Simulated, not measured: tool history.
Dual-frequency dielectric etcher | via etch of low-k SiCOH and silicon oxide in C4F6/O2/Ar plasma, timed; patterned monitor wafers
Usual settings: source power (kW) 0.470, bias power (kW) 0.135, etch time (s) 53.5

run,hour,source power (kW),bias power (kW),etch time (s),wafers since the last listed run,hours since the last wet clean,hours since the last source power generator calibration,hours since the last bias power generator calibration,hours since the last upper electrode change,hours since the gauge calibration,"read-back reference wafer on the same gauge, depth_nm",mean etch depth across the wafer (nm)
1,0.0,0.470,0.148,46.0,0,219.2,2675.5,2069.8,4208.0,1280.7,165.0,124.4
2,100.8,0.470,0.135,53.5,1311,320.0,2776.3,2170.6,4308.8,1381.5,165.3,139.5
3,162.2,0.470,0.135,53.5,799,381.4,2837.7,2232.0,4370.2,1442.9,165.1,138.3
# hour 186.8: wet clean of the chamber
4,262.7,0.470,0.135,53.5,995,75.9,2938.2,2332.5,4470.7,1543.4,164.8,140.2
5,364.0,0.470,0.135,53.5,1318,177.2,3039.5,2433.8,4572.0,1644.7,165.1,138.9
6,428.0,0.470,0.135,53.5,832,241.2,3103.5,2497.8,4636.0,1708.7,165.1,139.1
7,535.1,0.470,0.135,53.5,1393,348.3,3210.6,2604.9,4743.1,1815.8,165.2,136.2
8,576.9,0.470,0.135,53.5,543,390.1,3252.4,2646.7,4784.9,1857.6,165.1,137.4
# hour 621.2: wet clean of the chamber
9,683.1,0.470,0.135,53.5,1069,61.9,3358.6,2752.9,4891.1,1963.8,165.2,142.0
10,768.9,0.470,0.151,53.5,1116,147.7,3444.4,2838.7,4976.9,2049.6,164.9,148.3
11,868.2,0.470,0.135,49.5,1292,247.0,3543.7,2938.0,5076.2,2148.9,165.2,129.4
12,938.9,0.470,0.135,49.5,920,317.7,3614.4,3008.7,5146.9,2219.6,165.1,129.7
# hour 1015.6: upper electrode replaced
# hour 1036.7: wet clean of the chamber
13,1037.2,0.470,0.135,49.5,692,0.5,3712.7,3107.0,21.6,2317.9,165.0,132.0
14,1121.1,0.470,0.135,53.5,1091,84.4,3796.6,3190.9,105.5,2401.8,165.2,142.8
# hour 1147.3: gauge calibrated
15,1218.8,0.440,0.135,39.0,1271,182.1,3894.3,3288.6,203.2,71.5,165.1,97.8
# hour 1258.2: bias power generator calibrated
16,1258.7,0.590,0.103,45.5,467,222.0,3934.2,0.5,243.1,111.4,164.9,121.6
17,1340.2,0.380,0.115,60.0,1060,303.5,4015.7,82.0,324.6,192.9,165.1,128.7
18,1409.3,0.470,0.135,66.5,899,372.6,4084.8,151.1,393.7,262.0,165.1,173.4
# hour 1492.2: wet clean of the chamber
19,1492.7,0.350,0.144,53.5,772,0.5,4168.2,234.5,477.1,345.4,165.1,121.0
# hour 1516.4: source power generator calibrated
20,1554.1,0.470,0.135,53.5,746,61.9,37.7,295.9,538.5,406.8,165.2,139.6
21,1617.2,0.470,0.115,53.5,821,125.0,100.8,359.0,601.6,469.9,165.0,131.9
22,1685.8,0.470,0.135,53.5,892,193.6,169.4,427.6,670.2,538.5,165.1,139.7
23,1755.4,0.390,0.164,40.5,905,263.2,239.0,497.2,739.8,608.1,164.9,102.2
24,1801.1,0.370,0.152,53.5,594,308.9,284.7,542.9,785.5,653.8,164.7,124.4
25,1858.3,0.520,0.122,53.5,744,366.1,341.9,600.1,842.7,711.0,165.1,141.5
26,1913.4,0.470,0.148,46.0,717,421.2,397.0,655.2,897.8,766.1,165.1,122.6
# hour 1954.9: wet clean of the chamber
27,1970.6,0.470,0.135,53.5,432,15.7,454.2,712.4,955.0,823.3,165.0,140.6
28,2013.4,0.590,0.168,53.5,556,58.5,497.0,755.2,997.8,866.1,165.2,175.4

Hidden state or all else? Some run-to-run changes of mean etch depth across the wafer (nm), split into what the settings, what came in and random variation would give without the hidden state, and what is left for the hidden state (with any gauge scatter that isn't in both results):
The hidden state here: etch rate over this chamber's usual, %; source power that arrives over what is set, %; bias power that arrives over what is set, %; gauge reads high (%).
Run 8 -> 9: wet clean of the chamber. mean etch depth across the wafer (nm) +4.6: hidden state +4.2, all else +0.4.
Run 14 -> 15: source power (kW) 0.470 -> 0.440, etch time (s) 53.5 -> 39.0, gauge calibrated. mean etch depth across the wafer (nm) -45.0: hidden state -0.5, all else -44.5.
Run 18 -> 19: source power (kW) 0.470 -> 0.350, bias power (kW) 0.135 -> 0.144, etch time (s) 66.5 -> 53.5, wet clean of the chamber. mean etch depth across the wafer (nm) -52.4: hidden state +4.3, all else -56.7.
